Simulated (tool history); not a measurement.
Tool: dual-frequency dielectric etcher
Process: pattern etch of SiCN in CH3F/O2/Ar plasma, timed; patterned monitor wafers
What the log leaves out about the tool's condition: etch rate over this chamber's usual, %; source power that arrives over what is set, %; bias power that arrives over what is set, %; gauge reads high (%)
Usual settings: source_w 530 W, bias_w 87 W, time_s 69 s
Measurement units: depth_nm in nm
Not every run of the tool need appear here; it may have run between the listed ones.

run,hour,source_w,bias_w,time_s,wafers since the last listed run,hours since the last wet clean,hours since the last source power generator calibration,hours since the last bias power generator calibration,hours since the last upper electrode change,hours since the gauge calibration,"read-back reference wafer on the same gauge, depth_nm",depth_nm
1,0,530,87,69,0,195,3458.2,3917.3,4451.2,593.9,31.04,28.91
2,51.1,530,87,69,368,246.1,3509.3,3968.4,4502.3,645,31.09,29.61
3,77.2,530,87,69,188,272.2,3535.4,3994.5,4528.4,671.1,31.13,29.11
4,110.1,530,74,69,237,305.1,3568.3,4027.4,4561.3,704,31.13,26.73
5,151.8,530,87,69,300,346.8,3610,4069.1,4603,745.7,31.19,29.63
# hour 192.6: wet clean of the chamber
6,193.1,530,87,69,124,0.5,3651.3,4110.4,4644.3,787,31.21,29.79
7,222,530,87,69,208,29.4,3680.2,4139.3,4673.2,815.9,31.28,28.99
8,310.7,530,87,69,640,118.1,3768.9,4228,4761.9,904.6,31.41,29.62
9,350.9,530,87,69,290,158.3,3809.1,4268.2,4802.1,944.8,31.52,29.31
# hour 354.8: gauge calibrated
# hour 430.6: upper electrode replaced
10,431.1,530,87,69,405,238.5,3889.3,4348.4,0.5,76.3,30.34,28.52
11,437.5,630,87,77.5,46,244.9,3895.7,4354.8,6.9,82.7,30.34,33.84
12,478.4,460,96,58,295,285.8,3936.6,4395.7,47.8,123.6,30.38,24.52
13,509.9,490,105,75.5,227,317.3,3968.1,4427.2,79.3,155.1,30.43,33.89
# hour 577.2: wet clean of the chamber
14,577.7,610,97,49.5,316,0.5,4035.9,4495,147.1,222.9,30.48,22.86
15,610.8,530,87,69,238,33.6,4069,4528.1,180.2,256,30.55,28.93
# hour 617: source power generator calibrated
16,655.3,530,87,69,292,78.1,38.3,4572.6,224.7,300.5,30.64,28.76
17,708.1,530,87,69,380,130.9,91.1,4625.4,277.5,353.3,30.69,29.01
# hour 716.2: bias power generator calibrated
18,760.9,530,79,60,352,183.7,143.9,44.7,330.3,406.1,30.69,23.64
19,825.3,640,87,69,464,248.1,208.3,109.1,394.7,470.5,30.88,30.73
# hour 890.1: wet clean of the chamber
20,890.6,530,87,60.5,297,0.5,273.6,174.4,460,535.8,30.92,25.56
21,916.1,530,87,69,183,26,299.1,199.9,485.5,561.3,30.99,29.31

The same runs without the tool's hidden state, with the same run-to-run variation:
run,depth_nm
1,28.33
2,28.96
3,28.45
4,26.08
5,28.87
6,28.98
7,28.17
8,28.68
9,28.34
10,28.57
11,33.89
12,24.51
13,33.84
14,22.76
15,28.77
16,28.55
17,28.74
18,23.37
19,30.3
20,25.14
21,28.79

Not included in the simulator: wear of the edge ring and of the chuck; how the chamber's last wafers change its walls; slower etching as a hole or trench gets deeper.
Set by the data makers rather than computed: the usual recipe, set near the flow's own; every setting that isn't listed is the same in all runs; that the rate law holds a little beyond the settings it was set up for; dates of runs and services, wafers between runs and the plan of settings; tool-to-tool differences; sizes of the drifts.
